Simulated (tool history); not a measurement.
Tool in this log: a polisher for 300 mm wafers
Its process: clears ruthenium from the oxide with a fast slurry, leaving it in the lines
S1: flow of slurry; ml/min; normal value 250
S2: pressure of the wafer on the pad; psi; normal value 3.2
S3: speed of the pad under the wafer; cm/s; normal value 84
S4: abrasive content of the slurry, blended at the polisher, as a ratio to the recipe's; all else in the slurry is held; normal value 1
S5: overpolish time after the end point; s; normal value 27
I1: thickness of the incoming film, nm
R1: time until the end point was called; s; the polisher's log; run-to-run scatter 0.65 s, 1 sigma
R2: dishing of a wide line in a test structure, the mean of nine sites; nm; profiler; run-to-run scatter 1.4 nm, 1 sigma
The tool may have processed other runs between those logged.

run    hour   S1   S2   S3    S4  S5     I1    R1     R2
  1       0  250  3.2   84     1  27  224.5  53.9   81.7
       13.3  -- worn pad replaced by a new one
  2    63.6  250  3.2   84     1  27  219.8  53.4   82.4
       90.4  -- slurry blender recalibrated
  3   128.4  250  3.2   84     1  27  223.6  53.6   78.3
  4   206.5  250  3.2   84     1  27    224  55.9   77.5
  5   278.3  250  3.2   84     1  27  219.2  54.3   77.8
      299.5  -- slurry nozzle cleaned
      317.3  -- head pressure recalibrated
  6   366.6  200  3.2   84     1  27  217.6  57.6   75.1
  7   458.5  250  3.2   84     1  27  218.7  57.1   76.1
  8   514.2  250  3.2   84     1  27  220.2  58.5   75.6
  9   554.2  275  4.2   68     1  14  219.2  53.5     50
 10   650.1  250  3.2   70     1  27    221  69.9   65.5
      729.8  -- slurry blender recalibrated
 11   744.3  320  3.2   70   1.2  27  220.9  61.2   74.1
      752.7  -- worn pad replaced by a new one
      764.1  -- slurry nozzle cleaned, repeated, since the last time left the tool worse
 12   835.6  250  2.9   60     1  27  219.2  80.4   57.6
 13   937.7  250  3.2   84     1  27  217.8  50.3   82.5
 14  1042.8  165  3.2  108     1  40  223.4  44.6  115.1
     1276.4  -- head pressure recalibrated
     1343.3  -- worn pad replaced by a new one
 15  1354.9  250  3.2   84     1  21    222  52.5   66.4
 16  1394.8  250  3.2   84   1.2  27  218.5  46.5   85.2
     1440.1  -- slurry blender recalibrated
 17  1447.8  215  3.2   84  0.75  39  220.7  73.5   83.7
     1501.8  -- slurry nozzle cleaned
 18  1555.3  165  3.2   84     1  27  221.7  56.7   79.3
 19  1655.3  250  3.6   84   1.1  17  221.1  43.6   65.9

Predict the results of run 20:
 20  1726.4  250  3.2  84   1  27  218.9   ?   ?

Run 20 gave R1 53.1 s, R2 81.7 nm.
Take away the tool's hidden state, keep the run-to-run variation as it was, and the same run would have given R1 52.8 s, R2 82 nm.

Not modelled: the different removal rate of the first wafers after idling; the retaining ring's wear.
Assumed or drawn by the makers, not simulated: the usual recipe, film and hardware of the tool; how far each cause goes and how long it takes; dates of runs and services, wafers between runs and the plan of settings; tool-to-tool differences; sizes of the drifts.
